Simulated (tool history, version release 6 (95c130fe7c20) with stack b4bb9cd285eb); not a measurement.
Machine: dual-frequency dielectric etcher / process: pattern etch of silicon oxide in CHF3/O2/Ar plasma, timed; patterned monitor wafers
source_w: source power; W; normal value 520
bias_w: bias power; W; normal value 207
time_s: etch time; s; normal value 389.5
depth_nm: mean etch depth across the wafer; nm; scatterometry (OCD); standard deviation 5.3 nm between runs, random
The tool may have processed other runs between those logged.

run   hour  source_w  bias_w  time_s  wafers since the last listed run  hours since the last wet clean  hours since the last source power generator calibration  hours since the last bias power generator calibration  hours since the last upper electrode change  hours since the gauge calibration  read-back reference wafer on the same gauge, depth_nm  depth_nm
  1    0.0       520     207   389.5                                 0                           355.3                                                   2762.3                                                 4303.2                                       4565.4                              682.1                                                  712.2     763.9
      33.2  -- upper electrode replaced
  2   33.7       520     207   389.5                                56                           389.0                                                   2796.0                                                 4336.9                                          0.5                              715.8                                                  710.8     766.5
  3   44.5       520     193   389.5                                62                           399.8                                                   2806.8                                                 4347.7                                         11.3                              726.6                                                  709.9     755.1
      86.6  -- wet clean of the chamber
  4   87.1       520     239   389.5                               107                             0.5                                                   2849.4                                                 4390.3                                         53.9                              769.2                                                  710.9     778.6
      93.4  -- bias power generator calibrated
  5  106.1       520     239   389.5                                86                            19.5                                                   2868.4                                                   12.7                                         72.9                              788.2                                                  711.8     776.2
  6  121.3       520     239   389.5                                87                            34.7                                                   2883.6                                                   27.9                                         88.1                              803.4                                                  709.4     771.9
  7  139.0       520     207   465.5                               102                            52.4                                                   2901.3                                                   45.6                                        105.8                              821.1                                                  711.6     873.0
  8  155.8       520     207   389.5                                97                            69.2                                                   2918.1                                                   62.4                                        122.6                              837.9                                                  712.1     732.7
  9  184.9       480     207   389.5                               168                            98.3                                                   2947.2                                                   91.5                                        151.7                              867.0                                                  711.0     716.6
 10  208.0       480     207   389.5                               133                           121.4                                                   2970.3                                                  114.6                                        174.8                              890.1                                                  711.1     711.6
 11  237.1       520     207   389.5                               168                           150.5                                                   2999.4                                                  143.7                                        203.9                              919.2                                                  710.6     736.1
     277.5  -- wet clean of the chamber, repeated, since the last time left the tool worse
 12  278.0       520     207   389.5                                97                             0.5                                                   3040.3                                                  184.6                                        244.8                              960.1                                                  712.0     785.8
 13  280.8       520     207   389.5                                16                             3.3                                                   3043.1                                                  187.4                                        247.6                              962.9                                                  711.7     775.8
 14  307.8       590     207   420.0                               156                            30.3                                                   3070.1                                                  214.4                                        274.6                              989.9                                                  710.1     885.1
 15  325.1       410     228   277.5                               100                            47.6                                                   3087.4                                                  231.7                                        291.9                             1007.2                                                  711.4     528.6
     327.9  -- gauge calibrated
 16  354.5       640     190   389.5                               169                            77.0                                                   3116.8                                                  261.1                                        321.3                               26.6                                                  710.8     812.5
 17  388.3       520     236   436.5                               195                           110.8                                                   3150.6                                                  294.9                                        355.1                               60.4                                                  710.2     910.7
 18  404.9       410     187   295.5                                95                           127.4                                                   3167.2                                                  311.5                                        371.7                               77.0                                                  711.2     514.8
 19  435.9       640     228   432.5                               179                           158.4                                                   3198.2                                                  342.5                                        402.7                              108.0                                                  711.4     955.2
 20  463.8       520     207   389.5                               161                           186.3                                                   3226.1                                                  370.4                                        430.6                              135.9                                                  710.5     775.3
 21  487.3       600     207   288.5                               135                           209.8                                                   3249.6                                                  393.9                                        454.1                              159.4                                                  711.2     605.4
     493.6  -- source power generator calibrated
 22  503.0       520     207   389.5                                67                           225.5                                                      9.4                                                  409.6                                        469.8                              175.1                                                  710.7     774.9
 23  529.2       430     160   495.0                               151                           251.7                                                     35.6                                                  435.8                                        496.0                              201.3                                                  711.7     848.2
 24  560.9       440     207   299.5                               183                           283.4                                                     67.3                                                  467.5                                        527.7                              233.0                                                  711.5     556.8
 25  578.4       460     163   471.0                               101                           300.9                                                     84.8                                                  485.0                                        545.2                              250.5                                                  711.6     821.5
 26  645.5       580     243   295.0                               387                           368.0                                                    151.9                                                  552.1                                        612.3                              317.6                                                  712.3     639.2
 27  671.3       420     249   428.5                               149                           393.8                                                    177.7                                                  577.9                                        638.1                              343.4                                                  710.7     833.9
 28  686.0       470     165   491.5                                84                           408.5                                                    192.4                                                  592.6                                        652.8                              358.1                                                  711.5     855.5
     724.3  -- wet clean of the chamber
 29  724.8       580     226   296.0                                85                             0.5                                                    231.2                                                  631.4                                        691.6                              396.9                                                  711.4     648.2
 30  725.3       650     177   482.5                                 2                             1.0                                                    231.7                                                  631.9                                        692.1                              397.4                                                  711.4    1012.8
 31  744.9       520     227   389.5                               113                            20.6                                                    251.3                                                  651.5                                        711.7                              417.0                                                  710.6     815.7

Predict each of these 3 candidate next runs independently; none follows another, all start after run 31:
  A  745.4       520     207   389.5                                 2                            21.1                                                    251.8                                                  652.0                                        712.2                              417.5                                                      ?         ?
  B  745.4       520     194   389.5                                 2                            21.1                                                    251.8                                                  652.0                                        712.2                              417.5                                                      ?         ?
  C  745.4       520     207   338.0                                 2                            21.1                                                    251.8                                                  652.0                                        712.2                              417.5                                                      ?         ?

run  read-back reference wafer on the same gauge, depth_nm  depth_nm
  A                                                  710.0     784.9
  B                                                  710.0     768.4
  C                                                  710.0     681.1
What these runs would have given with no unlogged condition in the tool:
run  depth_nm
  A     785.0
  B     768.4
  C     681.2
